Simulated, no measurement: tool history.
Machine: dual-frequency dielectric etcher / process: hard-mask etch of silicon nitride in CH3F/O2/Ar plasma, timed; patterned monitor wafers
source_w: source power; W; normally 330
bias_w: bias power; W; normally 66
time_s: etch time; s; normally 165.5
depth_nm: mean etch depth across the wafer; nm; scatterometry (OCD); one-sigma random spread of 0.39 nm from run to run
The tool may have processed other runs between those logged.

| run | hour | source_w | bias_w | time_s | wafers since the last listed run | hours since the last wet clean | hours since the last source power generator calibration | hours since the last bias power generator calibration | hours since the last upper electrode change | hours since the gauge calibration | read-back reference wafer on the same gauge, depth_nm | depth_nm |
|---|---|---|---|---|---|---|---|---|---|---|---|---|
| 1 | 0.0 | 330 | 66 | 165.5 | 0 | 257.5 | 1989.6 | 4727.9 | 1743.3 | 1999.9 | 91.2 | 98.6 |
| 2 | 33.7 | 330 | 66 | 165.5 | 143 | 291.2 | 2023.3 | 4761.6 | 1777.0 | 2033.6 | 91.2 | 99.4 |
| 3 | 61.4 | 330 | 73 | 189.5 | 118 | 318.9 | 2051.0 | 4789.3 | 1804.7 | 2061.3 | 91.1 | 117.5 |
| 4 | 97.0 | 330 | 66 | 165.5 | 151 | 354.5 | 2086.6 | 4824.9 | 1840.3 | 2096.9 | 91.1 | 98.5 |
|  | 164.3 | gauge calibrated |
|  | 250.5 | bias power generator calibrated |
|  | 269.3 | wet clean of the chamber |
| 5 | 300.0 | 330 | 66 | 165.5 | 768 | 30.7 | 2289.6 | 49.5 | 2043.3 | 135.7 | 91.1 | 99.2 |
| 6 | 440.8 | 330 | 66 | 165.5 | 600 | 171.5 | 2430.4 | 190.3 | 2184.1 | 276.5 | 91.2 | 99.0 |
| 7 | 476.8 | 330 | 66 | 165.5 | 153 | 207.5 | 2466.4 | 226.3 | 2220.1 | 312.5 | 91.2 | 99.0 |
| 8 | 503.3 | 330 | 66 | 165.5 | 113 | 234.0 | 2492.9 | 252.8 | 2246.6 | 339.0 | 91.2 | 98.6 |
| 9 | 535.9 | 330 | 66 | 165.5 | 139 | 266.6 | 2525.5 | 285.4 | 2279.2 | 371.6 | 91.1 | 98.1 |
| 10 | 579.9 | 330 | 73 | 165.5 | 187 | 310.6 | 2569.5 | 329.4 | 2323.2 | 415.6 | 91.2 | 103.2 |
| 11 | 633.4 | 380 | 59 | 178.0 | 228 | 364.1 | 2623.0 | 382.9 | 2376.7 | 469.1 | 91.2 | 107.6 |
| 12 | 661.9 | 400 | 75 | 183.5 | 121 | 392.6 | 2651.5 | 411.4 | 2405.2 | 497.6 | 91.2 | 123.5 |
|  | 705.2 | wet clean of the chamber |
| 13 | 714.2 | 330 | 66 | 209.0 | 120 | 9.0 | 2703.8 | 463.7 | 2457.5 | 549.9 | 91.2 | 124.9 |
| 14 | 743.6 | 330 | 66 | 132.0 | 125 | 38.4 | 2733.2 | 493.1 | 2486.9 | 579.3 | 91.1 | 79.2 |
| 15 | 784.8 | 330 | 75 | 165.5 | 175 | 79.6 | 2774.4 | 534.3 | 2528.1 | 620.5 | 91.2 | 103.9 |
|  | 793.5 | source power generator calibrated |
| 16 | 846.2 | 260 | 77 | 200.5 | 244 | 141.0 | 52.7 | 595.7 | 2589.5 | 681.9 | 91.2 | 116.7 |
| 17 | 876.3 | 400 | 60 | 137.5 | 128 | 171.1 | 82.8 | 625.8 | 2619.6 | 712.0 | 91.2 | 84.9 |
|  | 946.3 | upper electrode replaced |
| 18 | 946.8 | 330 | 66 | 165.5 | 198 | 241.6 | 153.3 | 696.3 | 0.5 | 782.5 | 91.3 | 98.2 |
| 19 | 973.8 | 330 | 62 | 134.0 | 115 | 268.6 | 180.3 | 723.3 | 27.5 | 809.5 | 91.2 | 77.8 |
| 20 | 1009.1 | 260 | 53 | 141.5 | 150 | 303.9 | 215.6 | 758.6 | 62.8 | 844.8 | 91.1 | 70.7 |
| 21 | 1064.2 | 330 | 66 | 165.5 | 234 | 359.0 | 270.7 | 813.7 | 117.9 | 899.9 | 91.1 | 98.1 |
| 22 | 1121.6 | 260 | 66 | 117.0 | 244 | 416.4 | 328.1 | 871.1 | 175.3 | 957.3 | 91.2 | 63.9 |
| 23 | 1157.0 | 330 | 66 | 165.5 | 150 | 451.8 | 363.5 | 906.5 | 210.7 | 992.7 | 91.2 | 98.4 |
| 24 | 1200.5 | 370 | 66 | 151.5 | 185 | 495.3 | 407.0 | 950.0 | 254.2 | 1036.2 | 91.1 | 94.7 |
|  | 1232.0 | wet clean of the chamber |
| 25 | 1272.3 | 400 | 75 | 183.5 | 203 | 40.3 | 478.8 | 1021.8 | 326.0 | 1108.0 | 91.3 | 123.3 |
| 26 | 1338.1 | 410 | 66 | 208.5 | 280 | 106.1 | 544.6 | 1087.6 | 391.8 | 1173.8 | 91.1 | 134.8 |
| 27 | 1377.7 | 330 | 66 | 138.5 | 168 | 145.7 | 584.2 | 1127.2 | 431.4 | 1213.4 | 91.2 | 82.9 |
| 28 | 1466.7 | 330 | 55 | 180.0 | 379 | 234.7 | 673.2 | 1216.2 | 520.4 | 1302.4 | 91.2 | 100.3 |
| 29 | 1534.5 | 310 | 56 | 165.5 | 289 | 302.5 | 741.0 | 1284.0 | 588.2 | 1370.2 | 91.2 | 90.8 |
| 30 | 1585.6 | 330 | 66 | 165.5 | 217 | 353.6 | 792.1 | 1335.1 | 639.3 | 1421.3 | 91.1 | 98.9 |
| 31 | 1654.3 | 330 | 81 | 165.5 | 292 | 422.3 | 860.8 | 1403.8 | 708.0 | 1490.0 | 91.3 | 107.1 |

Alternative continuations, all from the tool just after run 31; predict every row:
| A | 1654.8 | 260 | 66 | 165.5 | 2 | 422.8 | 861.3 | 1404.3 | 708.5 | 1490.5 | ? | ? |
| B | 1654.8 | 300 | 76 | 213.5 | 2 | 422.8 | 861.3 | 1404.3 | 708.5 | 1490.5 | ? | ? |
| C | 1654.8 | 350 | 59 | 165.5 | 2 | 422.8 | 861.3 | 1404.3 | 708.5 | 1490.5 | ? | ? |

| run | read-back reference wafer on the same gauge, depth_nm | depth_nm |
|---|---|---|
| A | 91.3 | 90.5 |
| B | 91.3 | 130.2 |
| C | 91.3 | 96.3 |
Stripped of hidden state, with their random variation kept, the same runs would have yielded:
| run | depth_nm |
|---|---|
| A | 90.5 |
| B | 130.2 |
| C | 96.3 |
